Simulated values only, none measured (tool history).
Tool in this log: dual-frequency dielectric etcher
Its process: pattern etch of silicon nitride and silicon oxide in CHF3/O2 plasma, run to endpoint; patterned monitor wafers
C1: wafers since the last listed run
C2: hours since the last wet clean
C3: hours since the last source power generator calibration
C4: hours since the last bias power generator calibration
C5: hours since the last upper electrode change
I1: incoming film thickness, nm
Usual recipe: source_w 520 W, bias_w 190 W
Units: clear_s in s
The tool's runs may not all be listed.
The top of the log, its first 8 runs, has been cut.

run 9 hour=99.4 | source_w=520 bias_w=212 | C1=67 C2=499.3 C3=4083.9 C4=1358.2 C5=2249 | I1=171 | clear_s=112.3
run 10 hour=107.6 | source_w=520 bias_w=190 | C1=55 C2=507.5 C3=4092.1 C4=1366.4 C5=2257.2 | I1=172.3 | clear_s=120
-- hour=133.8 wet clean of the chamber
run 11 hour=134.3 | source_w=520 bias_w=190 | C1=18 C2=0.5 C3=4118.8 C4=1393.1 C5=2283.9 | I1=172.7 | clear_s=122.9
run 12 hour=136.5 | source_w=520 bias_w=190 | C1=14 C2=2.7 C3=4121 C4=1395.3 C5=2286.1 | I1=174 | clear_s=124.4
run 13 hour=144.6 | source_w=480 bias_w=159 | C1=54 C2=10.8 C3=4129.1 C4=1403.4 C5=2294.2 | I1=174.6 | clear_s=140.4
run 14 hour=159.4 | source_w=480 bias_w=159 | C1=100 C2=25.6 C3=4143.9 C4=1418.2 C5=2309 | I1=172.9 | clear_s=139.8
run 15 hour=174.6 | source_w=520 bias_w=190 | C1=102 C2=40.8 C3=4159.1 C4=1433.4 C5=2324.2 | I1=174.6 | clear_s=126.2
run 16 hour=190.7 | source_w=520 bias_w=234 | C1=108 C2=56.9 C3=4175.2 C4=1449.5 C5=2340.3 | I1=173.2 | clear_s=112.6
run 17 hour=206.8 | source_w=420 bias_w=172 | C1=108 C2=73 C3=4191.3 C4=1465.6 C5=2356.4 | I1=172.8 | clear_s=135.2
-- hour=211.4 source power generator calibrated
-- hour=239.4 wet clean of the chamber, repeated, since the last time left the tool worse
run 18 hour=239.9 | source_w=470 bias_w=190 | C1=34 C2=0.5 C3=28.5 C4=1498.7 C5=2389.5 | I1=173 | clear_s=118.3
run 19 hour=240.2 | source_w=560 bias_w=155 | C1=2 C2=0.8 C3=28.8 C4=1499 C5=2389.8 | I1=171 | clear_s=125.8
run 20 hour=242.8 | source_w=520 bias_w=190 | C1=17 C2=3.4 C3=31.4 C4=1501.6 C5=2392.4 | I1=174 | clear_s=118.4
-- hour=247.7 bias power generator calibrated
-- hour=279.7 upper electrode replaced
run 21 hour=280.2 | source_w=520 bias_w=190 | C1=63 C2=40.8 C3=68.8 C4=32.5 C5=0.5 | I1=173.3 | clear_s=118
run 22 hour=280.6 | source_w=520 bias_w=149 | C1=2 C2=41.2 C3=69.2 C4=32.9 C5=0.9 | I1=171.1 | clear_s=132.8
run 23 hour=281.9 | source_w=600 bias_w=205 | C1=8 C2=42.5 C3=70.5 C4=34.2 C5=2.2 | I1=172.6 | clear_s=108.3
run 24 hour=295.7 | source_w=400 bias_w=190 | C1=93 C2=56.3 C3=84.3 C4=48 C5=16 | I1=172.8 | clear_s=123.1
run 25 hour=304.7 | source_w=630 bias_w=173 | C1=60 C2=65.3 C3=93.3 C4=57 C5=25 | I1=173 | clear_s=117.7
run 26 hour=318.5 | source_w=600 bias_w=178 | C1=93 C2=79.1 C3=107.1 C4=70.8 C5=38.8 | I1=172.8 | clear_s=116.3
run 27 hour=335.7 | source_w=520 bias_w=228 | C1=116 C2=96.3 C3=124.3 C4=88 C5=56 | I1=171.8 | clear_s=105.9

Estimate the outcome of run 28 from the log above:
run 28 hour=369 | source_w=650 bias_w=210 | C1=225 C2=129.6 C3=157.6 C4=121.3 C5=89.3 | I1=172.5 | clear_s=?

Run 28 gave clear_s 105.2 s.
With no hidden state in the tool, this same run would have given clear_s 104.3 s.
